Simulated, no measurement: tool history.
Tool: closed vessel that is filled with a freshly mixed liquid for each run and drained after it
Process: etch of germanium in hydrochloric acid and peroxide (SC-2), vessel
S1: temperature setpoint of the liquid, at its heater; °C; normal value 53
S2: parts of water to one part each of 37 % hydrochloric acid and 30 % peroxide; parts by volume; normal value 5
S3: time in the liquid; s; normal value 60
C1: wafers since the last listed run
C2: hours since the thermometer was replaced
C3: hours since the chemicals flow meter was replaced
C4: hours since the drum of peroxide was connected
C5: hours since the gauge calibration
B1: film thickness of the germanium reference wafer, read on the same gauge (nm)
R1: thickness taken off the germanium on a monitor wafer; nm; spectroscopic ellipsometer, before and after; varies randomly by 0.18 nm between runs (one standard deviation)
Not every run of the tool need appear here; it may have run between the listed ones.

run	hour	S1	S2	S3	C1	C2	C3	C4	C5	B1	R1
1	0	53	5	60	0	2718.7	1978.3	975.4	107.4	90.04	82.28
2	10.5	56.5	6.5	60	1569	2729.2	1988.8	985.9	117.9	90.05	91.41
3	17.9	56.5	6.5	60	1105	2736.6	1996.2	993.3	125.3	90.01	91.26
4	35.4	53	7	60	2615	2754.1	2013.7	1010.8	142.8	90.02	81.16
5	53.1	53	5	60	2645	2771.8	2031.4	1028.5	160.5	90.02	82.2
6	67.7	53	5	60	2182	2786.4	2046	1043.1	175.1	90.01	81.98
7	82.9	53	5	80	2271	2801.6	2061.2	1058.3	190.3	89.98	109.59
# hour 93.3: thermometer replaced
8	99.6	53	5	40	2346	6.3	2077.9	1075	207	90.01	59.12
9	110.3	53	5	40	1599	17	2088.6	1085.7	217.7	90.03	59.22
10	124	45.5	7	75	2047	30.7	2102.3	1099.4	231.4	90.02	85.69
# hour 137.8: chemicals flow meter replaced
# hour 141.2: new drum of peroxide connected
11	141.7	59	7	30	2346	48.4	3.9	0.5	249.1	90.02	52.69
# hour 150.6: gauge calibrated
12	156.8	53	6.5	70	2256	63.5	19	15.6	6.2	90.01	102.38
13	172.9	48	4	35	2406	79.6	35.1	31.7	22.3	90.05	44.27
14	185.3	48.5	6	60	1853	92	47.5	44.1	34.7	90.01	76.35
15	202.3	47.5	6.5	70	2540	109	64.5	61.1	51.7	89.95	85.99
16	212.5	56.5	4.5	70	1524	119.2	74.7	71.3	61.9	90	115.84
17	221.7	62	6.5	50	1375	128.4	83.9	80.5	71.1	90.03	96.52
18	234.4	53	5	60	1898	141.1	96.6	93.2	83.8	90.01	88.41

How would selected steps in R1 from run to run divide? Give the signed amount a tool lacking its hidden state would still show from settings, what came in and random variation, and the signed amount left for the hidden state, including any gauge scatter that is not in both of the compared results.
Hidden conditions of the tool in this case: liquid colder than its thermometer reads (K); chemicals flow above the setpoint (%); peroxide weaker than its label (%); gauge reads high (%).
Run 7 -> 8: S3 80 -> 40, thermometer replaced. R1 -50.47 nm: hidden state +9.72, all else -60.19.
Run 12 -> 13: S1 53 -> 48, S2 6.5 -> 4, S3 70 -> 35. R1 -58.11 nm: hidden state +0.67, all else -58.78.
